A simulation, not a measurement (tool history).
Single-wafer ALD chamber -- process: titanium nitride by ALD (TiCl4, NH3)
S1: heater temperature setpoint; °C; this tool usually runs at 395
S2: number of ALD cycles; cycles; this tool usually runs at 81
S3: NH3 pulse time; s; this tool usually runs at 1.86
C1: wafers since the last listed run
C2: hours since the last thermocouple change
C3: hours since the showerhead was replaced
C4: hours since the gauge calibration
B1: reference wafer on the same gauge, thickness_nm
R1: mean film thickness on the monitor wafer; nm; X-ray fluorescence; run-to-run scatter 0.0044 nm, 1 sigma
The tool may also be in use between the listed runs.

run,day,S1,S2,S3,C1,C2,C3,C4,B1,R1
1,0.000,395,81,1.86,0,1227.4,4331.3,570.7,1.901,1.764
# day 3.325: gauge calibrated
2,3.621,395,81,1.86,300,1314.3,4418.2,7.1,1.899,1.770
3,6.658,395,81,1.86,252,1387.2,4491.1,80.0,1.901,1.767
4,9.238,395,81,2.12,214,1449.1,4553.0,141.9,1.901,1.778
5,11.592,395,81,2.12,195,1505.6,4609.5,198.4,1.900,1.783
# day 14.312: thermocouple changed; heater temperature recalibrated
6,14.333,395,81,2.33,199,0.5,4675.3,264.2,1.900,1.787
# day 16.462: showerhead replaced
7,18.154,395,89,1.86,289,92.2,40.6,355.9,1.900,1.936
8,22.217,403,92,1.86,337,189.7,138.1,453.4,1.899,2.013
9,24.612,386,92,1.86,198,247.2,195.6,510.9,1.903,1.986

Run 10 has not been measured yet. What should we expect?
# day 26.742: gauge calibrated
10,28.725,384,81,1.54,341,345.9,294.3,47.6,?,?

B1: 1.899
R1: 1.706 nm
On a tool with no hidden condition, and with the same random variation, this run would have come out at R1 1.706 nm.

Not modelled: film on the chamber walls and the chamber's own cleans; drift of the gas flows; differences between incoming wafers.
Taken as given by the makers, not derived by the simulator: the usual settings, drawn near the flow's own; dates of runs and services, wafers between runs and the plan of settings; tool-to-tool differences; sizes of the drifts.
